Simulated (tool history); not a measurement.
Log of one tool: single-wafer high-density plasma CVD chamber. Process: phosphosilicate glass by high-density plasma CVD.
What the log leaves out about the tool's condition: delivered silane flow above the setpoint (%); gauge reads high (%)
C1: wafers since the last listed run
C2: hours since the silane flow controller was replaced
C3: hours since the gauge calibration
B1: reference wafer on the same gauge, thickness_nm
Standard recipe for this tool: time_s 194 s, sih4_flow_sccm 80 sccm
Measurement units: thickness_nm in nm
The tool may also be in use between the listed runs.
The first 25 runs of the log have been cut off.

run 26 hour=1199.3 | time_s=227 sih4_flow_sccm=87 | C1=406 C2=231.8 C3=225.6 | B1=1349.698 | thickness_nm=1934.765
run 27 hour=1250.2 | time_s=172 sih4_flow_sccm=80 | C1=438 C2=282.7 C3=276.5 | B1=1349.850 | thickness_nm=1364.624
run 28 hour=1276.4 | time_s=169 sih4_flow_sccm=75 | C1=225 C2=308.9 C3=302.7 | B1=1348.353 | thickness_nm=1278.855
run 29 hour=1309.4 | time_s=194 sih4_flow_sccm=80 | C1=284 C2=341.9 C3=335.7 | B1=1350.139 | thickness_nm=1544.141
run 30 hour=1334.8 | time_s=194 sih4_flow_sccm=80 | C1=219 C2=367.3 C3=361.1 | B1=1350.549 | thickness_nm=1537.891
run 31 hour=1386.9 | time_s=209 sih4_flow_sccm=67 | C1=449 C2=419.4 C3=413.2 | B1=1349.025 | thickness_nm=1452.996
run 32 hour=1420.9 | time_s=212 sih4_flow_sccm=75 | C1=293 C2=453.4 C3=447.2 | B1=1349.602 | thickness_nm=1606.454
run 33 hour=1458.8 | time_s=213 sih4_flow_sccm=65 | C1=326 C2=491.3 C3=485.1 | B1=1351.238 | thickness_nm=1438.591
run 34 hour=1487.9 | time_s=214 sih4_flow_sccm=76 | C1=250 C2=520.4 C3=514.2 | B1=1350.070 | thickness_nm=1635.892
run 35 hour=1549.9 | time_s=176 sih4_flow_sccm=80 | C1=534 C2=582.4 C3=576.2 | B1=1350.830 | thickness_nm=1413.819
run 36 hour=1574.1 | time_s=170 sih4_flow_sccm=69 | C1=208 C2=606.6 C3=600.4 | B1=1351.878 | thickness_nm=1214.154
run 37 hour=1632.4 | time_s=194 sih4_flow_sccm=96 | C1=502 C2=664.9 C3=658.7 | B1=1349.532 | thickness_nm=1809.156
run 38 hour=1664.8 | time_s=210 sih4_flow_sccm=91 | C1=279 C2=697.3 C3=691.1 | B1=1350.407 | thickness_nm=1890.275
run 39 hour=1715.1 | time_s=180 sih4_flow_sccm=66 | C1=433 C2=747.6 C3=741.4 | B1=1350.041 | thickness_nm=1235.226
run 40 hour=1760.5 | time_s=172 sih4_flow_sccm=95 | C1=391 C2=793.0 C3=786.8 | B1=1349.446 | thickness_nm=1599.990

Forecast each of these 3 alternatives for the next run:
run A hour=1761.0 | time_s=194 sih4_flow_sccm=80 | C1=4 C2=793.5 C3=787.3 | B1=? | thickness_nm=?
run B hour=1761.0 | time_s=214 sih4_flow_sccm=88 | C1=4 C2=793.5 C3=787.3 | B1=? | thickness_nm=?
run C hour=1761.0 | time_s=184 sih4_flow_sccm=80 | C1=4 C2=793.5 C3=787.3 | B1=? | thickness_nm=?

run=A B1=1352.039 thickness_nm=1562.696
run=B B1=1352.039 thickness_nm=1866.553
run=C B1=1352.039 thickness_nm=1482.145
Without the tool's unlogged condition, the same runs would have read:
run=A thickness_nm=1532.075
run=B thickness_nm=1829.978
run=C thickness_nm=1453.102

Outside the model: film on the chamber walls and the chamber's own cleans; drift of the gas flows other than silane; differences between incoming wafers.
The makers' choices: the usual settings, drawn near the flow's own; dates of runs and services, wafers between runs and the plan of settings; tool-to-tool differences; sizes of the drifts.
